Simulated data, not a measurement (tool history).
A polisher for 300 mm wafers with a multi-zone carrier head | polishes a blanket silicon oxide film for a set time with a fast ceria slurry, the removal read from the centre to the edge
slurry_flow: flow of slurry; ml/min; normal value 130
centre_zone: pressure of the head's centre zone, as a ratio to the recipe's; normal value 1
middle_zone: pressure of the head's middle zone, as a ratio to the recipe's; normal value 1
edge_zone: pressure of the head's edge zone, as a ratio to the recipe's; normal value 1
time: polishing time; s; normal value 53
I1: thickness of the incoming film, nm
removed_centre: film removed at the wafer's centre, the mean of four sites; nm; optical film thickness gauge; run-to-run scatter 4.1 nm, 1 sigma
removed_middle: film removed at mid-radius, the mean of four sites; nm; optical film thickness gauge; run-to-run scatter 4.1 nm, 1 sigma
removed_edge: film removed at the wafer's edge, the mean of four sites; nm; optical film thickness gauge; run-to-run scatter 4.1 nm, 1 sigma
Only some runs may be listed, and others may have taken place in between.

Run 1, hour 0: usual settings; I1 1686.3. Result: removed_centre 483.1 nm, removed_middle 487.3 nm, removed_edge 484 nm.
At hour 88.8: edge zone pressure recalibrated.
Run 2, hour 101.3: usual settings but slurry_flow 110 ml/min, centre_zone 0.92, edge_zone 0.95; I1 1687.7. Result: removed_centre 417.7 nm, removed_middle 469.4 nm, removed_edge 460 nm.
At hour 121.7: slurry nozzle cleaned.
At hour 163.3: worn pad replaced by a new one.
Run 3, hour 175.5: usual settings; I1 1675.3. Result: removed_centre 468.4 nm, removed_middle 495.1 nm, removed_edge 477.9 nm.
Run 4, hour 271.9: usual settings but centre_zone 1.07, middle_zone 0.95, edge_zone 0.96; I1 1733.4. Result: removed_centre 505.1 nm, removed_middle 477 nm, removed_edge 477.7 nm.
Run 5, hour 318.5: usual settings but middle_zone 0.9, time 48 s; I1 1708.8. Result: removed_centre 417.8 nm, removed_middle 404.1 nm, removed_edge 439.1 nm.
At hour 396.7: centre zone pressure recalibrated.
Run 6, hour 422.2: usual settings but centre_zone 0.92, middle_zone 1.09, time 63 s; I1 1676.3. Result: removed_centre 539.8 nm, removed_middle 626.6 nm, removed_edge 578.1 nm.
Run 7, hour 527: usual settings but slurry_flow 160 ml/min, middle_zone 1.07, time 45 s; I1 1680.1. Result: removed_centre 434.6 nm, removed_middle 459.9 nm, removed_edge 421.4 nm.
Run 8, hour 578.9: usual settings but edge_zone 0.89; I1 1717. Result: removed_centre 485.3 nm, removed_middle 491.1 nm, removed_edge 458.8 nm.
At hour 673.6: edge zone pressure recalibrated.
Run 9, hour 734: usual settings but slurry_flow 105 ml/min, centre_zone 1.08, edge_zone 0.89; I1 1711.1. Result: removed_centre 488 nm, removed_middle 459.6 nm, removed_edge 439.6 nm.
Run 10, hour 809.5: usual settings but centre_zone 0.89, time 36 s; I1 1722.3. Result: removed_centre 286.1 nm, removed_middle 333.2 nm, removed_edge 334.8 nm.
At hour 868.1: slurry nozzle cleaned.
Run 11, hour 882.4: usual settings but slurry_flow 115 ml/min, centre_zone 1.11, middle_zone 1.07; I1 1693.4. Result: removed_centre 510.2 nm, removed_middle 506.4 nm, removed_edge 474.6 nm.
At hour 902.2: worn pad replaced by a new one.
Run 12, hour 956.3: usual settings but slurry_flow 95 ml/min, edge_zone 0.97, time 59 s; I1 1701.3. Result: removed_centre 463.1 nm, removed_middle 487.4 nm, removed_edge 496.7 nm.
Run 13, hour 1011.9: usual settings; I1 1688.2. Result: removed_centre 464.9 nm, removed_middle 491 nm, removed_edge 474.4 nm.
At hour 1029.4: centre zone pressure recalibrated.
At hour 1051.5: carrier head's membrane replaced by a new one.
Run 14, hour 1091.8: usual settings; I1 1683.6. Result: removed_centre 481.4 nm, removed_middle 485.7 nm, removed_edge 476.6 nm.
Run 15, hour 1164: usual settings; I1 1707.6. Result: removed_centre 481 nm, removed_middle 492.3 nm, removed_edge 481.9 nm.
Run 16, hour 1226.8: usual settings but slurry_flow 160 ml/min, middle_zone 0.97; I1 1706. Result: removed_centre 500.9 nm, removed_middle 498 nm, removed_edge 500.5 nm.
Run 17, hour 1274.7: usual settings but slurry_flow 95 ml/min, middle_zone 1.07, time 70 s; I1 1679.4. Result: removed_centre 563.2 nm, removed_middle 616.5 nm, removed_edge 601.1 nm.
Run 18, hour 1318.1: usual settings but slurry_flow 110 ml/min, centre_zone 1.09; I1 1713.1. Result: removed_centre 487.2 nm, removed_middle 466.9 nm, removed_edge 465.9 nm.
At hour 1407.6: edge zone pressure recalibrated.
Run 19, hour 1410.4: usual settings but centre_zone 0.9, edge_zone 1.1; I1 1693.9. Result: removed_centre 418.8 nm, removed_middle 484.9 nm, removed_edge 500.9 nm.
At hour 1457.5: slurry nozzle cleaned.
Run 20, hour 1504.8: usual settings; I1 1708.8. Result: removed_centre 467.8 nm, removed_middle 492.7 nm, removed_edge 482.7 nm.
At hour 1528.6: worn pad replaced by a new one.
Run 21, hour 1584.1: usual settings but slurry_flow 105 ml/min, centre_zone 1.08; I1 1722.8. Result: removed_centre 463.4 nm, removed_middle 467 nm, removed_edge 464.7 nm.
Run 22, hour 1669.4: usual settings; I1 1703.1. Result: removed_centre 453.6 nm, removed_middle 493 nm, removed_edge 477.9 nm.

Here are 4 independent what-if runs from the current tool condition. What would each one return?
Run A, hour 1669.8: usual settings; I1 1666.2. Result: removed_centre ?, removed_middle ?, removed_edge ?.
Run B, hour 1669.8: usual settings but time 37 s; I1 1666.2. Result: removed_centre ?, removed_middle ?, removed_edge ?.
Run C, hour 1669.8: usual settings but centre_zone 1.06; I1 1666.2. Result: removed_centre ?, removed_middle ?, removed_edge ?.
Run D, hour 1669.8: usual settings but edge_zone 0.97, time 60 s; I1 1666.2. Result: removed_centre ?, removed_middle ?, removed_edge ?.

run  removed_centre  removed_middle  removed_edge
  A           451.5           490.1         476.2
  B           315.2           342.2         332.5
  C             479             490         476.2
  D           511.1           554.9         531.3
Without the tool's hidden state the same runs would have given:
run  removed_centre  removed_middle  removed_edge
  A           491.2           489.9         476.2
  B           342.9             342         332.5
  C           520.9           489.8         476.2
  D             556           554.6         531.3
